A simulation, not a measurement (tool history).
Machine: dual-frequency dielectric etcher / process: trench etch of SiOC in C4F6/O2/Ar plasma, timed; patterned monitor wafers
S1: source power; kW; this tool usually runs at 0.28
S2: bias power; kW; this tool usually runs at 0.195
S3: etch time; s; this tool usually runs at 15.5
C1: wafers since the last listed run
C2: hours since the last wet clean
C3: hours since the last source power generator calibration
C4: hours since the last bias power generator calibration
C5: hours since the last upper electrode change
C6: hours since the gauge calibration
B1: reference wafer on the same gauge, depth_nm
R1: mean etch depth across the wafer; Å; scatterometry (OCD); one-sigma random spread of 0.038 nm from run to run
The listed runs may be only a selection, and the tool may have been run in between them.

run	hour	S1	S2	S3	C1	C2	C3	C4	C5	C6	B1	R1
1	0	0.28	0.176	17.5	0	244.6	3033.5	2135.5	6277	458.5	30	271
2	32.7	0.28	0.176	17.5	549	277.3	3066.2	2168.2	6309.7	491.2	30	271
3	52.6	0.28	0.195	15.5	334	297.2	3086.1	2188.1	6329.6	511.1	30	249.6
4	86	0.28	0.195	15.5	560	330.6	3119.5	2221.5	6363	544.5	30	248.2
5	109.1	0.28	0.195	15.5	387	353.7	3142.6	2244.6	6386.1	567.6	29.99	249.1
6	136.4	0.24	0.195	15.5	458	381	3169.9	2271.9	6413.4	594.9	30	237.4
7	162.3	0.24	0.195	15.5	434	406.9	3195.8	2297.8	6439.3	620.8	30	237.4
# hour 196.2: wet clean of the chamber
8	196.7	0.28	0.165	15.5	174	0.5	3230.2	2332.2	6473.7	655.2	30	237.5
9	206.3	0.28	0.165	15.5	161	10.1	3239.8	2341.8	6483.3	664.8	30	237
10	236.6	0.28	0.195	15.5	508	40.4	3270.1	2372.1	6513.6	695.1	30	252
11	250.4	0.28	0.195	15.5	231	54.2	3283.9	2385.9	6527.4	708.9	30	252.3
12	285.9	0.28	0.195	15.5	596	89.7	3319.4	2421.4	6562.9	744.4	30	250.9
13	317.4	0.28	0.195	15.5	528	121.2	3350.9	2452.9	6594.4	775.9	30	250.9
# hour 349.9: upper electrode replaced
14	350.4	0.28	0.195	15.5	151	154.2	3383.9	2485.9	0.5	808.9	29.99	250.8
15	365.8	0.28	0.195	14	258	169.6	3399.3	2501.3	15.9	824.3	30	225.5
16	400.6	0.26	0.182	11	584	204.4	3434.1	2536.1	50.7	859.1	30	169
17	451.3	0.28	0.179	17.5	851	255.1	3484.8	2586.8	101.4	909.8	29.99	272.2
18	468.3	0.22	0.162	15.5	285	272.1	3501.8	2603.8	118.4	926.8	30	216.6
# hour 472.3: gauge calibrated
# hour 488.2: source power generator calibrated
19	490.7	0.28	0.195	15.5	308	294.5	2.5	2626.2	140.8	18.4	30	248.6
20	519.9	0.23	0.164	15.5	490	323.7	31.7	2655.4	170	47.6	30	219.7
21	536.2	0.28	0.195	15.5	273	340	48	2671.7	186.3	63.9	30.01	248.8
22	548.4	0.21	0.166	14	204	352.2	60.2	2683.9	198.5	76.1	30	193.3
23	574.6	0.28	0.161	17	439	378.4	86.4	2710.1	224.7	102.3	30	252.6
# hour 640.1: wet clean of the chamber
24	640.6	0.28	0.195	15.5	705	0.5	152.4	2776.1	290.7	168.3	30	251.6
# hour 680.5: bias power generator calibrated
25	733.8	0.33	0.215	15.5	1497	93.7	245.6	53.3	383.9	261.5	30.01	276.6
26	751.1	0.21	0.195	15.5	290	111	262.9	70.6	401.2	278.8	30	233.2
27	765.8	0.25	0.195	17	246	125.7	277.6	85.3	415.9	293.5	29.99	268.5
28	796	0.28	0.195	15.5	507	155.9	307.8	115.5	446.1	323.7	30.01	252.9
29	815.8	0.3	0.236	14	332	175.7	327.6	135.3	465.9	343.5	30	250
30	841.8	0.21	0.181	11.5	436	201.7	353.6	161.3	491.9	369.5	30	167.5
31	858.7	0.21	0.169	15.5	283	218.6	370.5	178.2	508.8	386.4	30	218.7

Alternative continuations, all from the tool just after run 31; predict every row:
A	859.1	0.28	0.195	17	6	219	370.9	178.6	509.2	386.8	?	?
B	859.1	0.31	0.209	17	6	219	370.9	178.6	509.2	386.8	?	?
C	859.1	0.33	0.149	19.5	6	219	370.9	178.6	509.2	386.8	?	?

run	B1	R1
A	30	276.1
B	30	292.4
C	30	301.2
With the hidden condition removed and each run's random variation left untouched, the same runs would have given:
run	R1
A	279
B	295.6
C	304.4
